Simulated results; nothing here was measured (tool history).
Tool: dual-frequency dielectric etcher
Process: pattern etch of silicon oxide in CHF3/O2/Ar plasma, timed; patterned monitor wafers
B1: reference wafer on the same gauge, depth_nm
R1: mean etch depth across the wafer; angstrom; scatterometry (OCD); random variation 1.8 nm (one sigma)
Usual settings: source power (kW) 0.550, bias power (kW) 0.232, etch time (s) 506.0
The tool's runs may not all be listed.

{"run": 1, "hour": 0.0, "source power (kW)": 0.55, "bias power (kW)": 0.232, "etch time (s)": 506.0, "B1": 1209.9, "R1": 10617}
{"hour": 32.1, "done": "wet clean of the chamber"}
{"run": 2, "hour": 55.7, "source power (kW)": 0.55, "bias power (kW)": 0.232, "etch time (s)": 506.0, "B1": 1210.2, "R1": 10758}
{"run": 3, "hour": 131.8, "source power (kW)": 0.55, "bias power (kW)": 0.232, "etch time (s)": 506.0, "B1": 1210.0, "R1": 10730}
{"run": 4, "hour": 214.3, "source power (kW)": 0.55, "bias power (kW)": 0.232, "etch time (s)": 506.0, "B1": 1209.4, "R1": 10655}
{"run": 5, "hour": 275.1, "source power (kW)": 0.55, "bias power (kW)": 0.232, "etch time (s)": 506.0, "B1": 1209.9, "R1": 10634}
{"run": 6, "hour": 358.4, "source power (kW)": 0.55, "bias power (kW)": 0.232, "etch time (s)": 506.0, "B1": 1210.3, "R1": 10614}
{"hour": 429.1, "done": "wet clean of the chamber"}
{"run": 7, "hour": 429.6, "source power (kW)": 0.55, "bias power (kW)": 0.232, "etch time (s)": 506.0, "B1": 1209.4, "R1": 10737}
{"hour": 465.2, "done": "source power generator calibrated"}
{"run": 8, "hour": 497.1, "source power (kW)": 0.64, "bias power (kW)": 0.184, "etch time (s)": 563.0, "B1": 1211.1, "R1": 11500}
{"run": 9, "hour": 545.5, "source power (kW)": 0.55, "bias power (kW)": 0.232, "etch time (s)": 506.0, "B1": 1210.2, "R1": 10879}
{"run": 10, "hour": 650.7, "source power (kW)": 0.55, "bias power (kW)": 0.205, "etch time (s)": 506.0, "B1": 1210.2, "R1": 10254}
{"hour": 668.4, "done": "bias power generator calibrated"}
{"hour": 704.9, "done": "upper electrode replaced"}
{"run": 11, "hour": 705.4, "source power (kW)": 0.5, "bias power (kW)": 0.232, "etch time (s)": 409.5, "B1": 1210.3, "R1": 8427}
{"hour": 784.2, "done": "wet clean of the chamber"}
{"run": 12, "hour": 809.4, "source power (kW)": 0.55, "bias power (kW)": 0.232, "etch time (s)": 506.0, "B1": 1210.1, "R1": 10880}
{"hour": 861.5, "done": "gauge calibrated"}
{"run": 13, "hour": 1020.6, "source power (kW)": 0.69, "bias power (kW)": 0.281, "etch time (s)": 401.5, "B1": 1210.0, "R1": 10184}
{"run": 14, "hour": 1083.9, "source power (kW)": 0.55, "bias power (kW)": 0.232, "etch time (s)": 506.0, "B1": 1209.5, "R1": 10790}
{"hour": 1155.5, "done": "wet clean of the chamber"}
{"run": 15, "hour": 1167.7, "source power (kW)": 0.48, "bias power (kW)": 0.232, "etch time (s)": 579.5, "B1": 1210.4, "R1": 11869}

Forecast each of these 5 alternatives for the next run:
{"run": "A", "hour": 1168.3, "source power (kW)": 0.55, "bias power (kW)": 0.232, "etch time (s)": 506.0, "B1": "?", "R1": "?"}
{"run": "B", "hour": 1168.3, "source power (kW)": 0.67, "bias power (kW)": 0.232, "etch time (s)": 506.0, "B1": "?", "R1": "?"}
{"run": "C", "hour": 1168.3, "source power (kW)": 0.45, "bias power (kW)": 0.232, "etch time (s)": 357.5, "B1": "?", "R1": "?"}
{"run": "D", "hour": 1168.3, "source power (kW)": 0.64, "bias power (kW)": 0.232, "etch time (s)": 554.0, "B1": "?", "R1": "?"}
{"run": "E", "hour": 1168.3, "source power (kW)": 0.55, "bias power (kW)": 0.232, "etch time (s)": 646.5, "B1": "?", "R1": "?"}

run=A B1=1209.1 R1=10894
run=B B1=1209.1 R1=11720
run=C B1=1209.1 R1=7149
run=D B1=1209.1 R1=12615
run=E B1=1209.1 R1=13919
Without the tool's hidden state the same runs would have given:
run=A R1=10903
run=B R1=11730
run=C R1=7155
run=D R1=12626
run=E R1=13931

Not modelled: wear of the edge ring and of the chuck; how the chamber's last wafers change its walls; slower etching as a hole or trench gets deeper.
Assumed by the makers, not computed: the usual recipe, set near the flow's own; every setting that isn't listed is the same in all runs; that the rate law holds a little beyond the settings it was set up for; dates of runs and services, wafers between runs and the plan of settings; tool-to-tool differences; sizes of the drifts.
